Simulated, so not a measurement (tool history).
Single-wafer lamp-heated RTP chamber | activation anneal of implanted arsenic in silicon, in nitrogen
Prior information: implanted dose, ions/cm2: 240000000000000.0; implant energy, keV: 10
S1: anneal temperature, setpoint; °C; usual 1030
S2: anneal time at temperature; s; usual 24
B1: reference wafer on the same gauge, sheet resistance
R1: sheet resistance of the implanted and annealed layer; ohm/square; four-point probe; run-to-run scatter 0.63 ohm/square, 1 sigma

{"run": 1, "day": 0.0, "S1": 1053, "S2": 20, "B1": 438.07, "R1": 412.06}
{"run": 2, "day": 0.55, "S1": 1053, "S2": 20, "B1": 438.1, "R1": 411.34}
{"run": 3, "day": 1.096, "S1": 1050, "S2": 24, "B1": 437.88, "R1": 408.48}
{"day": 1.375, "done": "gauge calibrated"}
{"run": 4, "day": 1.421, "S1": 1050, "S2": 24, "B1": 437.82, "R1": 408.48}
{"run": 5, "day": 1.679, "S1": 1030, "S2": 24, "B1": 437.72, "R1": 415.77}
{"run": 6, "day": 2.0, "S1": 1030, "S2": 24, "B1": 438.18, "R1": 417.05}
{"run": 7, "day": 2.588, "S1": 1030, "S2": 24, "B1": 437.79, "R1": 414.6}
{"run": 8, "day": 3.312, "S1": 1021, "S2": 24, "B1": 438.08, "R1": 417.56}
{"run": 9, "day": 3.579, "S1": 1021, "S2": 24, "B1": 438.07, "R1": 417.34}
{"run": 10, "day": 4.271, "S1": 1044, "S2": 17, "B1": 437.96, "R1": 413.92}
{"day": 5.004, "done": "pyrometer window cleaned and pyrometer calibrated"}
{"run": 11, "day": 5.025, "S1": 1044, "S2": 17, "B1": 438.12, "R1": 418.35}
{"run": 12, "day": 5.225, "S1": 1044, "S2": 17, "B1": 437.78, "R1": 419.04}
{"run": 13, "day": 5.858, "S1": 1030, "S2": 14, "B1": 438.06, "R1": 424.52}
{"run": 14, "day": 6.608, "S1": 1030, "S2": 14, "B1": 438.05, "R1": 424.19}
{"run": 15, "day": 6.983, "S1": 1030, "S2": 24, "B1": 437.97, "R1": 416.57}
{"run": 16, "day": 7.296, "S1": 1042, "S2": 24, "B1": 437.95, "R1": 413.03}
{"run": 17, "day": 7.717, "S1": 1005, "S2": 35, "B1": 438.25, "R1": 419.48}
{"run": 18, "day": 8.079, "S1": 1047, "S2": 10, "B1": 438.23, "R1": 422.4}
{"run": 19, "day": 8.333, "S1": 1007, "S2": 29, "B1": 437.8, "R1": 420.4}
{"run": 20, "day": 8.792, "S1": 1030, "S2": 32, "B1": 438.02, "R1": 411.7}
{"day": 8.912, "done": "gauge calibrated"}
{"day": 9.321, "done": "reflector plate cleaned"}
{"run": 21, "day": 9.483, "S1": 1012, "S2": 18, "B1": 438.32, "R1": 425.84}
{"run": 22, "day": 9.971, "S1": 1003, "S2": 24, "B1": 438.05, "R1": 425.44}
{"day": 11.671, "done": "pyrometer window cleaned and pyrometer calibrated"}
{"run": 23, "day": 11.692, "S1": 1006, "S2": 32, "B1": 437.98, "R1": 421.5}
{"run": 24, "day": 12.1, "S1": 1030, "S2": 30, "B1": 438.04, "R1": 414.28}
{"run": 25, "day": 12.504, "S1": 1010, "S2": 15, "B1": 437.8, "R1": 428.74}
{"run": 26, "day": 12.971, "S1": 1030, "S2": 29, "B1": 438.26, "R1": 414.83}
{"run": 27, "day": 13.712, "S1": 1030, "S2": 24, "B1": 438.16, "R1": 415.91}
{"run": 28, "day": 14.2, "S1": 1008, "S2": 18, "B1": 438.12, "R1": 427.56}
{"run": 29, "day": 14.767, "S1": 1053, "S2": 20, "B1": 438.17, "R1": 411.24}
{"run": 30, "day": 15.492, "S1": 1030, "S2": 24, "B1": 437.88, "R1": 416.05}

Branching from run 30: 3 alternative next runs. What would each branch give?
{"run": "A", "day": 15.508, "S1": 1030, "S2": 24, "B1": "?", "R1": "?"}
{"run": "B", "day": 15.508, "S1": 1030, "S2": 33, "B1": "?", "R1": "?"}
{"run": "C", "day": 15.508, "S1": 1042, "S2": 36, "B1": "?", "R1": "?"}

run=A B1=438.29 R1=416.06
run=B B1=438.29 R1=411.02
run=C B1=438.29 R1=404.61
What these runs would have given with no unlogged condition in the tool:
run=A R1=417.96
run=B R1=413.13
run=C R1=406.97

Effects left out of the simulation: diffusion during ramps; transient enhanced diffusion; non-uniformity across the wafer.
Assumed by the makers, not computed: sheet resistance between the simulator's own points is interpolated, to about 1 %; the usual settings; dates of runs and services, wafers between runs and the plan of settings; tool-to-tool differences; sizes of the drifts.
